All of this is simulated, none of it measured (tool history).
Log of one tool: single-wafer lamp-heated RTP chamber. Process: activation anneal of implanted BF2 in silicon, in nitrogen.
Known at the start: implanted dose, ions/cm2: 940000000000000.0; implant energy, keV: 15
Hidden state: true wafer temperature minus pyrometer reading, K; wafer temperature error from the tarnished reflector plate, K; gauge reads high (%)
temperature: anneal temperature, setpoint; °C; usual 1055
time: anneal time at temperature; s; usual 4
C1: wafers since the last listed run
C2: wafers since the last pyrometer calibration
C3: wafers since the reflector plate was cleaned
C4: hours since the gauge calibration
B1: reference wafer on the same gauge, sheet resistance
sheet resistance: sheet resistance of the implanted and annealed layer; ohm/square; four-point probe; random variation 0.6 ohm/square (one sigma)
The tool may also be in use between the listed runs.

{"run": 1, "day": 0.0, "temperature": 1055, "time": 4, "C1": 0, "C2": 3278, "C3": 6032, "C4": 25.5, "B1": 182.89, "sheet resistance": 196.57}
{"run": 2, "day": 0.421, "temperature": 1055, "time": 4, "C1": 116, "C2": 3394, "C3": 6148, "C4": 35.6, "B1": 183.29, "sheet resistance": 196.67}
{"run": 3, "day": 0.908, "temperature": 1055, "time": 4, "C1": 134, "C2": 3529, "C3": 6283, "C4": 47.3, "B1": 183.04, "sheet resistance": 195.6}
{"run": 4, "day": 1.308, "temperature": 1055, "time": 4, "C1": 110, "C2": 3639, "C3": 6393, "C4": 56.9, "B1": 183.05, "sheet resistance": 195.39}
{"run": 5, "day": 1.567, "temperature": 1055, "time": 4, "C1": 71, "C2": 3711, "C3": 6465, "C4": 63.1, "B1": 182.92, "sheet resistance": 195.42}
{"run": 6, "day": 2.275, "temperature": 1055, "time": 4, "C1": 195, "C2": 3906, "C3": 6660, "C4": 80.1, "B1": 182.91, "sheet resistance": 195.23}
{"run": 7, "day": 2.533, "temperature": 1055, "time": 4, "C1": 71, "C2": 3978, "C3": 6732, "C4": 86.3, "B1": 182.82, "sheet resistance": 195.87}
{"run": 8, "day": 2.783, "temperature": 1055, "time": 4, "C1": 69, "C2": 4047, "C3": 6801, "C4": 92.3, "B1": 183.16, "sheet resistance": 194.8}
{"run": 9, "day": 3.321, "temperature": 1055, "time": 3, "C1": 148, "C2": 4195, "C3": 6949, "C4": 105.2, "B1": 183.15, "sheet resistance": 203.25}
{"day": 4.125, "done": "gauge calibrated"}
{"day": 4.212, "done": "pyrometer window cleaned and pyrometer calibrated"}
{"run": 10, "day": 4.233, "temperature": 1055, "time": 3, "C1": 159, "C2": 6, "C3": 7109, "C4": 2.6, "B1": 183.09, "sheet resistance": 202.02}
{"run": 11, "day": 4.708, "temperature": 1055, "time": 4, "C1": 131, "C2": 137, "C3": 7240, "C4": 14, "B1": 182.81, "sheet resistance": 194.21}
{"day": 5.175, "done": "reflector plate cleaned"}
{"run": 12, "day": 5.246, "temperature": 1055, "time": 4, "C1": 56, "C2": 193, "C3": 19, "C4": 26.9, "B1": 182.82, "sheet resistance": 201.18}
{"run": 13, "day": 5.812, "temperature": 1047, "time": 3, "C1": 156, "C2": 350, "C3": 175, "C4": 40.5, "B1": 182.81, "sheet resistance": 220.23}
{"run": 14, "day": 6.546, "temperature": 1055, "time": 6, "C1": 202, "C2": 552, "C3": 378, "C4": 58.1, "B1": 183.05, "sheet resistance": 189.56}
{"run": 15, "day": 6.967, "temperature": 1079, "time": 3, "C1": 116, "C2": 668, "C3": 494, "C4": 68.2, "B1": 182.68, "sheet resistance": 182.04}
{"run": 16, "day": 7.383, "temperature": 1070, "time": 6, "C1": 115, "C2": 784, "C3": 609, "C4": 78.2, "B1": 182.95, "sheet resistance": 176.74}
{"run": 17, "day": 7.929, "temperature": 1055, "time": 4, "C1": 150, "C2": 934, "C3": 760, "C4": 91.3, "B1": 182.85, "sheet resistance": 202.48}
{"run": 18, "day": 8.246, "temperature": 1064, "time": 4, "C1": 87, "C2": 1022, "C3": 847, "C4": 98.9, "B1": 182.95, "sheet resistance": 191.73}
{"run": 19, "day": 8.933, "temperature": 1082, "time": 3, "C1": 189, "C2": 1212, "C3": 1037, "C4": 115.4, "B1": 183.1, "sheet resistance": 180.86}
{"day": 9.896, "done": "gauge calibrated"}
{"run": 20, "day": 10.046, "temperature": 1069, "time": 3, "C1": 307, "C2": 1519, "C3": 1344, "C4": 3.6, "B1": 182.8, "sheet resistance": 194.78}

What the log doesn't show, run by run:
true wafer temperature minus pyrometer reading, K: 0 in every run
gauge reads high (%): 0 in every run
H1: wafer temperature error from the tarnished reflector plate, K
run=1 H1=5.5
run=2 H1=5.68
run=3 H1=5.89
run=4 H1=6.06
run=5 H1=6.17
run=6 H1=6.49
run=7 H1=6.61
run=8 H1=6.73
run=9 H1=6.98
run=10 H1=7.42
run=11 H1=7.66
run=12 H1=0.33
run=13 H1=0.334
run=14 H1=0.347
run=15 H1=0.36
run=16 H1=0.375
run=17 H1=0.401
run=18 H1=0.418
run=19 H1=0.462
run=20 H1=0.551
